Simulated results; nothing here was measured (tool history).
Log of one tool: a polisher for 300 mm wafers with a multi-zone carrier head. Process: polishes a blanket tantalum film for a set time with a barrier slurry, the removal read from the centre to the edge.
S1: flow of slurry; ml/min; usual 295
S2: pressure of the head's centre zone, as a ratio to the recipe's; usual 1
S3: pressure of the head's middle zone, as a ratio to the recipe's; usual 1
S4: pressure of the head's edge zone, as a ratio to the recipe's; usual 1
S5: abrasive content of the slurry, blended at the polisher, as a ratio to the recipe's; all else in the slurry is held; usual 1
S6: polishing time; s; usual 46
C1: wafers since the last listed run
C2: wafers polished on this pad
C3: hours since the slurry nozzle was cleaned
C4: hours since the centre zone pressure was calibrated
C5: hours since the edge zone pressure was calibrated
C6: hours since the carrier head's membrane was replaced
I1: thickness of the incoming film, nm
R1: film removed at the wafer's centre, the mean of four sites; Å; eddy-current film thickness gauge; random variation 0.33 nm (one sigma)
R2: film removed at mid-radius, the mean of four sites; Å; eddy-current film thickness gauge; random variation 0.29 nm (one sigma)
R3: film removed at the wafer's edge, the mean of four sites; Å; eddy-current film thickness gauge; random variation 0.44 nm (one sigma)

Run 1, hour 0: usual settings; C1 0; C2 71; C3 401; C4 451; C5 698.7; C6 1291.1; I1 220.2. Result: R1 362 Å, R2 354 Å, R3 359 Å.
Run 2, hour 34.7: usual settings; C1 548; C2 620; C3 435.7; C4 485.7; C5 733.4; C6 1325.8; I1 217.2. Result: R1 358 Å, R2 355 Å, R3 353 Å.
Run 3, hour 62.9: usual settings; C1 446; C2 1066; C3 463.9; C4 513.9; C5 761.6; C6 1354; I1 223.8. Result: R1 358 Å, R2 362 Å, R3 351 Å.
Run 4, hour 84.8: usual settings; C1 346; C2 1412; C3 485.8; C4 535.8; C5 783.5; C6 1375.9; I1 223.9. Result: R1 357 Å, R2 355 Å, R3 353 Å.
Run 5, hour 112.5: usual settings; C1 438; C2 1850; C3 513.5; C4 563.5; C5 811.2; C6 1403.6; I1 215.8. Result: R1 352 Å, R2 354 Å, R3 351 Å.
Run 6, hour 135.6: usual settings; C1 365; C2 2216; C3 536.6; C4 586.6; C5 834.3; C6 1426.7; I1 222.9. Result: R1 356 Å, R2 357 Å, R3 357 Å.
At hour 140.6: worn pad replaced by a new one.
At hour 152.8: carrier head's membrane replaced by a new one.
Run 7, hour 160.6: usual settings; C1 253; C2 237; C3 561.6; C4 611.6; C5 859.3; C6 7.8; I1 218. Result: R1 354 Å, R2 357 Å, R3 348 Å.
Run 8, hour 181.3: usual settings; C1 327; C2 564; C3 582.3; C4 632.3; C5 880; C6 28.5; I1 220. Result: R1 349 Å, R2 352 Å, R3 353 Å.
At hour 246.6: slurry nozzle cleaned.
At hour 254: worn pad replaced by a new one.
Run 9, hour 257.7: usual settings but S2 0.95, S3 1.09, S5 0.75, S6 50 s; C1 1129; C2 59; C3 11.1; C4 708.7; C5 956.4; C6 104.9; I1 221.6. Result: R1 299 Å, R2 342 Å, R3 319 Å.
Run 10, hour 281.9: usual settings but S2 1.09, S4 0.92; C1 382; C2 441; C3 35.3; C4 732.9; C5 980.6; C6 129.1; I1 218. Result: R1 354 Å, R2 325 Å, R3 323 Å.
Run 11, hour 300.3: usual settings but S4 1.1, S5 0.8, S6 56 s; C1 291; C2 732; C3 53.7; C4 751.3; C5 999; C6 147.5; I1 216.4. Result: R1 360 Å, R2 361 Å, R3 396 Å.
Run 12, hour 320.7: usual settings but S1 340 ml/min, S2 1.07, S3 1.06, S6 34 s; C1 322; C2 1055; C3 74.1; C4 771.7; C5 1019.4; C6 167.9; I1 222.2. Result: R1 265 Å, R2 264 Å, R3 252 Å.
At hour 336.9: centre zone pressure recalibrated.
Run 13, hour 347.2: usual settings but S2 1.09, S4 0.92; C1 387; C2 1443; C3 100.6; C4 10.3; C5 1045.9; C6 194.4; I1 218.9. Result: R1 351 Å, R2 327 Å, R3 330 Å.
Run 14, hour 369.9: usual settings but S2 0.95, S3 1.08, S4 1.07, S6 59 s; C1 359; C2 1802; C3 123.3; C4 33; C5 1068.6; C6 217.1; I1 220.5. Result: R1 395 Å, R2 449 Å, R3 443 Å.
At hour 374.8: slurry nozzle cleaned, repeated, since the last time left the tool worse.
Run 15, hour 383.1: usual settings but S2 0.91, S4 1.11; C1 192; C2 1995; C3 8.3; C4 46.2; C5 1081.8; C6 230.3; I1 216.1. Result: R1 333 Å, R2 366 Å, R3 372 Å.
At hour 391.8: worn pad replaced by a new one.
Run 16, hour 408.4: usual settings but S3 0.92, S5 0.75; C1 336; C2 262; C3 33.6; C4 71.5; C5 1107.1; C6 255.6; I1 219.8. Result: R1 315 Å, R2 295 Å, R3 318 Å.
At hour 451.5: edge zone pressure recalibrated.
Run 17, hour 515.7: usual settings; C1 1665; C2 1927; C3 140.9; C4 178.8; C5 64.2; C6 362.9; I1 221.4. Result: R1 357 Å, R2 360 Å, R3 358 Å.
Run 18, hour 533.5: usual settings but S4 0.9; C1 281; C2 2209; C3 158.7; C4 196.6; C5 82; C6 380.7; I1 219.4. Result: R1 360 Å, R2 358 Å, R3 345 Å.
At hour 543: worn pad replaced by a new one.
Run 19, hour 564.6: usual settings but S4 0.89; C1 428; C2 342; C3 189.8; C4 227.7; C5 113.1; C6 411.8; I1 220.2. Result: R1 358 Å, R2 358 Å, R3 338 Å.
Run 20, hour 589.1: usual settings but S2 1.07, S3 1.05; C1 387; C2 729; C3 214.3; C4 252.2; C5 137.6; C6 436.3; I1 222.2. Result: R1 382 Å, R2 372 Å, R3 348 Å.

The tool's hidden state at each run:
removal rate lost through wear of the pad, %: 0 in every run
deviation of the centre zone's pressure from its setpoint, %: 0 in every run
deviation of the edge zone's pressure from its setpoint, %: 0 in every run
H1: slurry flow missing at the pad, %
run    H1
  1  16.1
  2  17.5
  3  18.5
  4  19.4
  5  20.4
  6  21.3
  7  22.3
  8  23.1
  9  47.6
 10  48.5
 11  49.2
 12    50
 13    51
 14  51.9
 15  2.68
 16  3.65
 17  7.77
 18  8.45
 19  9.64
 20  10.6
